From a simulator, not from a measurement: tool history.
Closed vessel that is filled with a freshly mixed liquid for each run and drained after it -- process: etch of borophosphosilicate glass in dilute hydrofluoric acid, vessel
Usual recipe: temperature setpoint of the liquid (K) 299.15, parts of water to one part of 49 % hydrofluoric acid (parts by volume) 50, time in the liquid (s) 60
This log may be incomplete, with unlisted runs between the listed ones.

run     day  temperature setpoint of the liquid (K)  parts of water to one part of 49 % hydrofluoric acid (parts by volume)  time in the liquid (s)  wafers since the last listed run  hours since the thermometer was replaced  hours since the hydrofluoric acid flow meter was replaced  hours since the gauge calibration  read-back film thickness of the borophosphosilicate glass reference wafer, read on the same gauge (nm)  thickness taken off the borophosphosilicate glass on a monitor wafer (Å)
  1   0.000                                  299.15                                                                      50                      60                                 0                                     922.3                                                     1057.0                              493.3                                                                                                   79.99                                                                     528.9
  2   2.438                                  299.15                                                                      50                      60                              3838                                     980.8                                                     1115.5                              551.8                                                                                                   80.01                                                                     525.7
  3   4.954                                  299.15                                                                      50                      60                              3962                                    1041.2                                                     1175.9                              612.2                                                                                                   80.00                                                                     527.3
  4   6.446                                  299.15                                                                      50                      60                              2348                                    1077.0                                                     1211.7                              648.0                                                                                                   80.01                                                                     524.8
  5   7.712                                  299.15                                                                      50                      30                              1994                                    1107.4                                                     1242.1                              678.4                                                                                                   80.01                                                                     262.7
  6   8.925                                  299.15                                                                      50                      30                              1909                                    1136.5                                                     1271.2                              707.5                                                                                                   80.01                                                                     261.5
  7  10.254                                  299.15                                                                      50                      35                              2092                                    1168.4                                                     1303.1                              739.4                                                                                                   80.00                                                                     306.1
  8  12.988                                  299.15                                                                      50                      60                              4304                                    1234.0                                                     1368.7                              805.0                                                                                                   80.00                                                                     520.0
     15.125  -- gauge calibrated
  9  15.383                                  297.15                                                                      50                      60                              3772                                    1291.5                                                     1426.2                                6.2                                                                                                   80.00                                                                     478.6
     15.971  -- hydrofluoric acid flow meter replaced
 10  16.388                                  297.15                                                                      50                      60                              1515                                    1315.6                                                       10.0                               30.3                                                                                                   80.00                                                                     478.2
     17.083  -- thermometer replaced
 11  17.583                                  299.15                                                                      50                      60                              1817                                      12.0                                                       38.7                               59.0                                                                                                   79.99                                                                     546.5
 12  20.133                                  299.15                                                                      40                      80                              4015                                      73.2                                                       99.9                              120.2                                                                                                   79.98                                                                     919.2
 13  23.104                                  299.15                                                                      70                      60                              4678                                     144.5                                                      171.2                              191.5                                                                                                   80.02                                                                     378.3
 14  24.362                                  299.15                                                                      50                      45                              1981                                     174.7                                                      201.4                              221.7                                                                                                   80.00                                                                     401.8
 15  26.333                                  300.65                                                                      60                      60                              3103                                     222.0                                                      248.7                              269.0                                                                                                   79.99                                                                     472.9
 16  27.508                                  303.65                                                                      60                      95                              1850                                     250.2                                                      276.9                              297.2                                                                                                   80.01                                                                     841.3
 17  29.400                                  299.15                                                                      50                      60                              2978                                     295.6                                                      322.3                              342.6                                                                                                   80.01                                                                     542.9
 18  30.700                                  303.15                                                                      40                      80                              2047                                     326.8                                                      353.5                              373.8                                                                                                   79.99                                                                    1078.2
 19  33.325                                  301.65                                                                      50                      60                              4133                                     389.8                                                      416.5                              436.8                                                                                                   80.01                                                                     598.8
 20  34.971                                  299.15                                                                      50                      60                              2591                                     429.3                                                      456.0                              476.3                                                                                                   80.01                                                                     536.7
 21  37.779                                  294.65                                                                      70                      30                              4422                                     496.7                                                      523.4                              543.7                                                                                                   80.01                                                                     156.4
 22  39.846                                  299.15                                                                      50                      60                              3254                                     546.3                                                      573.0                              593.3                                                                                                   79.99                                                                     534.7
 23  41.646                                  297.65                                                                      50                      45                              2834                                     589.5                                                      616.2                              636.5                                                                                                   80.00                                                                     378.7

What if the next run were any one of these 4? Each begins from the tool's condition after run 23:
  A  41.675                                  299.15                                                                      75                      60                                45                                     590.2                                                      616.9                              637.2                                                                                                       ?                                                                         ?
  B  41.675                                  299.15                                                                      50                      50                                45                                     590.2                                                      616.9                              637.2                                                                                                       ?                                                                         ?
  C  41.675                                  300.65                                                                      65                      90                                45                                     590.2                                                      616.9                              637.2                                                                                                       ?                                                                         ?
  D  41.675                                  295.15                                                                      45                      30                                45                                     590.2                                                      616.9                              637.2                                                                                                       ?                                                                         ?

run  read-back film thickness of the borophosphosilicate glass reference wafer, read on the same gauge (nm)  thickness taken off the borophosphosilicate glass on a monitor wafer (Å)
  A                                                                                                   80.01                                                                     345.5
  B                                                                                                   80.01                                                                     446.7
  C                                                                                                   80.01                                                                     643.4
  D                                                                                                   80.01                                                                     254.0
Had the tool no hidden state, the same runs would have come out as:
run  thickness taken off the borophosphosilicate glass on a monitor wafer (Å)
  A                                                                     352.3
  B                                                                     455.7
  C                                                                     656.0
  D                                                                     259.3
